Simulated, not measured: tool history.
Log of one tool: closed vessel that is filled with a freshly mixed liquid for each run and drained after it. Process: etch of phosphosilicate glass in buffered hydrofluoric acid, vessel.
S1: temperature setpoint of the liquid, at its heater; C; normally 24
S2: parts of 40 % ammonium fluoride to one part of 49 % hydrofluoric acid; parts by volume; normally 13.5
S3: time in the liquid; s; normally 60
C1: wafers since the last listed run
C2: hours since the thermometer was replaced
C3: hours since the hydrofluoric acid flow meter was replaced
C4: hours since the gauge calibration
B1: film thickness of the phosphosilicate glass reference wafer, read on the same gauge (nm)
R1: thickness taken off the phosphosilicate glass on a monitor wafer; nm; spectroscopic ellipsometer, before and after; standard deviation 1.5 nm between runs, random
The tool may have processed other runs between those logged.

run   hour    S1    S2  S3    C1      C2     C3     C4     B1      R1
  1      0    24  13.5  60     0  1678.9  334.1  609.5  30.01  177.44
  2   21.8    24  15.5  60  1929  1700.7  355.9  631.3  29.99  155.74
      28.8  -- thermometer replaced
  3   42.5    24  15.5  60  1744    13.7  376.6    652  29.99  134.31
  4     69    24  15.5  60  2346    40.2  403.1  678.5     30  134.75
  5   96.2    24  13.5  60  2408    67.4  430.3  705.7  30.01  152.78
  6  111.2    24  13.5  60  1327    82.4  445.3  720.7  30.02  152.08
  7  138.4    28  13.5  75  2408   109.6  472.5  747.9     30  242.34
  8  163.2    24  13.5  65  2195   134.4  497.3  772.7  29.99  168.42
  9  175.3    24  13.5  35  1071   146.5  509.4  784.8  30.01   90.16
     199.9  -- hydrofluoric acid flow meter replaced
 10  207.7    24  13.5  35  2779   178.9    7.8  817.2  29.99   98.16
 11  241.7    24    10  35  3010   212.9   41.8  851.2  29.99  131.68
 12  263.1    21  13.5  60  1894   234.3   63.2  872.6  30.03   141.4
 13  294.3  22.5   8.5  75  2762   265.5   94.4  903.8  30.01  290.67
 14    313    24  13.5  80  1655   284.2  113.1  922.5  29.99  218.94
 15    332    24    16  60  1682   303.2  132.1  941.5     30  138.69
     394.2  -- gauge calibrated
 16  423.7    29    15  90  8118   394.9  223.8   29.5  29.99   294.4
 17  453.1  22.5  13.5  30  2602   424.3  253.2   58.9  30.01   74.63
 18  472.5  25.5    15  60  1717   443.7  272.6   78.3     30  159.76
 19  492.1    24  13.5  30  1735   463.3  292.2   97.9  30.01   80.92
 20  505.5    24     9  60  1186   476.7  305.6  111.3     30  238.69
 21  519.5    24    17  50  1239   490.7  319.6  125.3  30.04  106.24
 22  539.1  27.5  13.5  50  1735   510.3  339.2  144.9  29.99  163.04
 23    561    19  10.5  40  1938   532.2  361.1  166.8  29.97  104.96
 24  585.5    21   8.5  60  2169   556.7  385.6  191.3  30.01  205.01
 25  618.5    24  15.5  60  2921   589.7  418.6  224.3     30  142.15
 26  644.8    24  13.5  60  2328     616  444.9  250.6  30.01  162.22
 27  661.6    24  13.5  60  1487   632.8  461.7  267.4  30.02  159.71
 28  691.7    28  13.5  75  2664   662.9  491.8  297.5  30.01  250.32
     715.2  -- hydrofluoric acid flow meter replaced
 29  724.1    24  13.5  60  2779   695.3    8.9  329.9  30.01  171.92
 30  740.6    24  13.5  40  1460   711.8   25.4  346.4  29.98  115.93
 31  758.8    20    18  60  1611     730   43.6  364.6     30  104.39

Here are 5 independent what-if runs from the current tool condition. What would each one return?
  A  759.5    24    11  60  61  730.7  44.3  365.3   ?   ?
  B  759.5  27.5  13.5  40  61  730.7  44.3  365.3   ?   ?
  C  759.5  22.5     9  60  61  730.7  44.3  365.3   ?   ?
  D  759.5    22    11  50  61  730.7  44.3  365.3   ?   ?
  E  759.5    20   8.5  30  61  730.7  44.3  365.3   ?   ?

run     B1      R1
  A  30.02  205.49
  B  30.02  135.27
  C  30.02   222.8
  D  30.02  153.56
  E  30.02  102.82
The same runs, with their run-to-run variation unchanged, on a tool lacking any hidden condition would have given:
run      R1
  A  194.77
  B  128.38
  C  210.34
  D  145.43
  E   97.41
